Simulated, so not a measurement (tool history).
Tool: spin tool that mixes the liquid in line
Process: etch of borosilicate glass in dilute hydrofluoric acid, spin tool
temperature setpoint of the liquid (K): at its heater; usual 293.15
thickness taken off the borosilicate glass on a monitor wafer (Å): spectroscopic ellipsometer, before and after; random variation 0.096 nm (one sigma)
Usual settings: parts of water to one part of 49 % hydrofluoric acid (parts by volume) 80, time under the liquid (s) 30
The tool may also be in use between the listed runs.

| run | hour | temperature setpoint of the liquid (K) | parts of water to one part of 49 % hydrofluoric acid (parts by volume) | time under the liquid (s) | read-back film thickness of the borosilicate glass reference wafer, read on the same gauge (nm) | thickness taken off the borosilicate glass on a monitor wafer (Å) |
|---|---|---|---|---|---|---|
| 1 | 0.0 | 293.15 | 80 | 45 | 149.97 | 259.8 |
| 2 | 12.0 | 293.15 | 80 | 45 | 149.99 | 257.9 |
| 3 | 28.3 | 293.15 | 60 | 30 | 150.02 | 237.0 |
| 4 | 44.5 | 293.15 | 80 | 25 | 150.00 | 145.5 |
| 5 | 51.1 | 293.15 | 80 | 25 | 150.02 | 147.0 |
| 6 | 65.9 | 293.15 | 80 | 30 | 149.98 | 173.3 |
| 7 | 78.2 | 293.15 | 80 | 30 | 149.99 | 171.8 |
| 8 | 91.5 | 293.15 | 100 | 35 | 150.02 | 158.4 |
| 9 | 98.1 | 293.15 | 80 | 15 | 149.98 | 87.0 |
| 10 | 108.4 | 293.15 | 80 | 15 | 150.02 | 87.5 |
| 11 | 117.2 | 293.15 | 80 | 15 | 149.98 | 88.5 |
| 12 | 130.2 | 296.15 | 80 | 30 | 150.00 | 198.9 |
| 13 | 147.9 | 296.15 | 80 | 30 | 150.00 | 199.0 |
|  | 155.7 | hydrofluoric acid flow meter replaced |
| 14 | 160.9 | 293.15 | 110 | 30 | 149.99 | 122.2 |
| 15 | 181.5 | 293.15 | 80 | 30 | 149.97 | 177.1 |
|  | 187.9 | thermometer replaced |
|  | 195.0 | gauge calibrated |
| 16 | 202.8 | 293.15 | 80 | 30 | 150.03 | 154.2 |
| 17 | 216.7 | 291.15 | 80 | 30 | 150.00 | 143.4 |
| 18 | 223.1 | 298.15 | 80 | 30 | 149.99 | 189.4 |
| 19 | 229.8 | 297.65 | 80 | 50 | 150.00 | 314.1 |
| 20 | 236.5 | 293.15 | 80 | 30 | 149.99 | 154.4 |
| 21 | 249.1 | 296.65 | 90 | 50 | 150.01 | 261.5 |
| 22 | 259.5 | 298.15 | 55 | 40 | 150.02 | 380.0 |
| 23 | 265.6 | 290.15 | 80 | 30 | 149.96 | 136.2 |
| 24 | 275.8 | 290.15 | 80 | 15 | 150.02 | 68.9 |
| 25 | 291.5 | 293.15 | 80 | 30 | 150.00 | 157.6 |
| 26 | 309.5 | 297.65 | 110 | 30 | 150.01 | 132.2 |
| 27 | 317.4 | 293.15 | 80 | 30 | 149.99 | 155.7 |

5 ways to go on from here, each from the tool as it stands after run 27. What would each give?
| A | 317.8 | 293.15 | 50 | 30 | ? | ? |
| B | 317.8 | 290.15 | 55 | 20 | ? | ? |
| C | 317.8 | 290.15 | 80 | 45 | ? | ? |
| D | 317.8 | 293.15 | 45 | 30 | ? | ? |
| E | 317.8 | 293.15 | 100 | 15 | ? | ? |

| run | read-back film thickness of the borosilicate glass reference wafer, read on the same gauge (nm) | thickness taken off the borosilicate glass on a monitor wafer (Å) |
|---|---|---|
| A | 150.02 | 261.2 |
| B | 150.02 | 138.5 |
| C | 150.02 | 208.3 |
| D | 150.02 | 292.0 |
| E | 150.02 | 61.6 |
Without the tool's hidden state the same runs would have given:
| run | thickness taken off the borosilicate glass on a monitor wafer (Å) |
|---|---|
| A | 254.5 |
| B | 134.8 |
| C | 203.0 |
| D | 284.5 |
| E | 60.0 |
